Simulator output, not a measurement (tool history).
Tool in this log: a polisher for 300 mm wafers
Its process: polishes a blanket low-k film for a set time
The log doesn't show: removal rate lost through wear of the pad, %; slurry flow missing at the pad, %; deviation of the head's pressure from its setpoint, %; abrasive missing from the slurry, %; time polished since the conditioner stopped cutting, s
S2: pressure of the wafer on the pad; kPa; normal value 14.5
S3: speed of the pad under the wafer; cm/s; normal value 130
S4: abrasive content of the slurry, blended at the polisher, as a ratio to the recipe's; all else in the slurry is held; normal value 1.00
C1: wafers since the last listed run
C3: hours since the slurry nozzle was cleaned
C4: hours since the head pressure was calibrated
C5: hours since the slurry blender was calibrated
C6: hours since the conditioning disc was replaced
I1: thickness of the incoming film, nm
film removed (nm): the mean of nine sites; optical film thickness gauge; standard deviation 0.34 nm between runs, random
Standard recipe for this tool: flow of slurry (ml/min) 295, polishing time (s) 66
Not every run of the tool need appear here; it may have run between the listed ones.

{"run": 1, "day": 0.0, "flow of slurry (ml/min)": 350, "S2": 14.5, "S3": 130, "S4": 1.0, "polishing time (s)": 66, "C1": 0, "wafers polished on this pad": 4280, "C3": 366.1, "C4": 84.2, "C5": 67.5, "C6": 230.8, "I1": 313.1, "film removed (nm)": 30.7}
{"day": 1.929, "done": "worn pad replaced by a new one"}
{"run": 2, "day": 3.354, "flow of slurry (ml/min)": 295, "S2": 14.5, "S3": 130, "S4": 1.0, "polishing time (s)": 66, "C1": 520, "wafers polished on this pad": 232, "C3": 446.6, "C4": 164.7, "C5": 148.0, "C6": 311.3, "I1": 313.8, "film removed (nm)": 32.2}
{"run": 3, "day": 6.533, "flow of slurry (ml/min)": 295, "S2": 14.5, "S3": 172, "S4": 1.0, "polishing time (s)": 60, "C1": 519, "wafers polished on this pad": 752, "C3": 522.9, "C4": 241.0, "C5": 224.3, "C6": 387.6, "I1": 313.6, "film removed (nm)": 35.0}
{"run": 4, "day": 10.054, "flow of slurry (ml/min)": 295, "S2": 14.5, "S3": 130, "S4": 1.0, "polishing time (s)": 66, "C1": 575, "wafers polished on this pad": 1327, "C3": 607.4, "C4": 325.5, "C5": 308.8, "C6": 472.1, "I1": 312.8, "film removed (nm)": 32.0}
{"run": 5, "day": 13.771, "flow of slurry (ml/min)": 325, "S2": 13.1, "S3": 130, "S4": 1.0, "polishing time (s)": 86, "C1": 607, "wafers polished on this pad": 1934, "C3": 696.6, "C4": 414.7, "C5": 398.0, "C6": 561.3, "I1": 308.9, "film removed (nm)": 36.9}
{"run": 6, "day": 16.746, "flow of slurry (ml/min)": 250, "S2": 14.5, "S3": 112, "S4": 1.0, "polishing time (s)": 59, "C1": 486, "wafers polished on this pad": 2420, "C3": 768.0, "C4": 486.1, "C5": 469.4, "C6": 632.7, "I1": 309.3, "film removed (nm)": 25.8}
{"day": 16.812, "done": "slurry nozzle cleaned"}
{"day": 20.688, "done": "conditioning disc replaced and pad reconditioned"}
{"run": 7, "day": 21.012, "flow of slurry (ml/min)": 295, "S2": 14.5, "S3": 130, "S4": 1.0, "polishing time (s)": 47, "C1": 676, "wafers polished on this pad": 3097, "C3": 100.8, "C4": 588.5, "C5": 571.8, "C6": 7.8, "I1": 310.6, "film removed (nm)": 22.4}
{"run": 8, "day": 22.954, "flow of slurry (ml/min)": 295, "S2": 14.5, "S3": 168, "S4": 1.0, "polishing time (s)": 66, "C1": 317, "wafers polished on this pad": 3414, "C3": 147.4, "C4": 635.1, "C5": 618.4, "C6": 54.4, "I1": 313.6, "film removed (nm)": 36.2}
{"day": 26.254, "done": "slurry blender recalibrated"}
{"day": 27.158, "done": "head pressure recalibrated"}
{"run": 9, "day": 27.267, "flow of slurry (ml/min)": 295, "S2": 12.4, "S3": 130, "S4": 1.0, "polishing time (s)": 72, "C1": 677, "wafers polished on this pad": 4091, "C3": 250.9, "C4": 2.6, "C5": 24.3, "C6": 157.9, "I1": 311.3, "film removed (nm)": 28.7}
{"run": 10, "day": 28.954, "flow of slurry (ml/min)": 295, "S2": 14.5, "S3": 130, "S4": 1.0, "polishing time (s)": 66, "C1": 275, "wafers polished on this pad": 4367, "C3": 291.4, "C4": 43.1, "C5": 64.8, "C6": 198.4, "I1": 310.7, "film removed (nm)": 30.7}
{"day": 29.438, "done": "worn pad replaced by a new one"}
{"run": 11, "day": 32.371, "flow of slurry (ml/min)": 295, "S2": 14.5, "S3": 130, "S4": 0.85, "polishing time (s)": 89, "C1": 530, "wafers polished on this pad": 479, "C3": 373.4, "C4": 125.1, "C5": 146.8, "C6": 280.4, "I1": 307.4, "film removed (nm)": 40.6}
{"run": 12, "day": 34.504, "flow of slurry (ml/min)": 370, "S2": 14.5, "S3": 130, "S4": 1.0, "polishing time (s)": 66, "C1": 348, "wafers polished on this pad": 827, "C3": 424.6, "C4": 176.3, "C5": 198.0, "C6": 331.6, "I1": 307.0, "film removed (nm)": 32.5}
{"run": 13, "day": 38.225, "flow of slurry (ml/min)": 295, "S2": 17.9, "S3": 130, "S4": 0.8, "polishing time (s)": 66, "C1": 607, "wafers polished on this pad": 1435, "C3": 513.9, "C4": 265.6, "C5": 287.3, "C6": 420.9, "I1": 309.1, "film removed (nm)": 35.9}
{"run": 14, "day": 40.825, "flow of slurry (ml/min)": 295, "S2": 14.5, "S3": 130, "S4": 1.0, "polishing time (s)": 66, "C1": 424, "wafers polished on this pad": 1860, "C3": 576.3, "C4": 328.0, "C5": 349.7, "C6": 483.3, "I1": 309.6, "film removed (nm)": 31.0}
{"run": 15, "day": 44.233, "flow of slurry (ml/min)": 250, "S2": 14.5, "S3": 112, "S4": 1.0, "polishing time (s)": 59, "C1": 556, "wafers polished on this pad": 2417, "C3": 658.1, "C4": 409.8, "C5": 431.5, "C6": 565.1, "I1": 308.8, "film removed (nm)": 25.2}
{"day": 46.975, "done": "slurry nozzle cleaned"}
{"run": 16, "day": 47.088, "flow of slurry (ml/min)": 335, "S2": 14.5, "S3": 92, "S4": 1.2, "polishing time (s)": 66, "C1": 459, "wafers polished on this pad": 2876, "C3": 2.7, "C4": 478.3, "C5": 500.0, "C6": 633.6, "I1": 311.4, "film removed (nm)": 27.6}
{"day": 49.217, "done": "conditioning disc replaced and pad reconditioned"}
{"run": 17, "day": 49.371, "flow of slurry (ml/min)": 295, "S2": 14.5, "S3": 130, "S4": 1.25, "polishing time (s)": 73, "C1": 359, "wafers polished on this pad": 3236, "C3": 57.5, "C4": 533.1, "C5": 554.8, "C6": 3.7, "I1": 307.0, "film removed (nm)": 37.4}
{"run": 18, "day": 53.362, "flow of slurry (ml/min)": 255, "S2": 14.5, "S3": 108, "S4": 1.0, "polishing time (s)": 51, "C1": 652, "wafers polished on this pad": 3888, "C3": 153.3, "C4": 628.9, "C5": 650.6, "C6": 99.5, "I1": 306.3, "film removed (nm)": 21.6}
{"day": 54.529, "done": "slurry blender recalibrated"}
{"run": 19, "day": 55.408, "flow of slurry (ml/min)": 295, "S2": 14.5, "S3": 130, "S4": 0.75, "polishing time (s)": 66, "C1": 320, "wafers polished on this pad": 4209, "C3": 202.4, "C4": 678.0, "C5": 21.1, "C6": 148.6, "I1": 313.7, "film removed (nm)": 28.1}
{"day": 58.538, "done": "worn pad replaced by a new one"}
{"run": 20, "day": 59.708, "flow of slurry (ml/min)": 295, "S2": 14.5, "S3": 106, "S4": 1.0, "polishing time (s)": 66, "C1": 675, "wafers polished on this pad": 191, "C3": 305.6, "C4": 781.2, "C5": 124.3, "C6": 251.8, "I1": 306.5, "film removed (nm)": 28.7}
{"day": 60.908, "done": "head pressure recalibrated"}
{"run": 21, "day": 61.342, "flow of slurry (ml/min)": 295, "S2": 14.5, "S3": 130, "S4": 1.0, "polishing time (s)": 66, "C1": 253, "wafers polished on this pad": 444, "C3": 344.8, "C4": 10.4, "C5": 163.5, "C6": 291.0, "I1": 311.9, "film removed (nm)": 31.9}

What will run 22 give?
{"run": 22, "day": 64.308, "flow of slurry (ml/min)": 295, "S2": 14.5, "S3": 130, "S4": 1.0, "polishing time (s)": 66, "C1": 484, "wafers polished on this pad": 929, "C3": 416.0, "C4": 81.6, "C5": 234.7, "C6": 362.2, "I1": 305.9, "film removed (nm)": "?"}

film removed (nm): 31.9
With the hidden condition absent and the run-to-run variation left alone, this run would have shown film removed (nm) 33.1.

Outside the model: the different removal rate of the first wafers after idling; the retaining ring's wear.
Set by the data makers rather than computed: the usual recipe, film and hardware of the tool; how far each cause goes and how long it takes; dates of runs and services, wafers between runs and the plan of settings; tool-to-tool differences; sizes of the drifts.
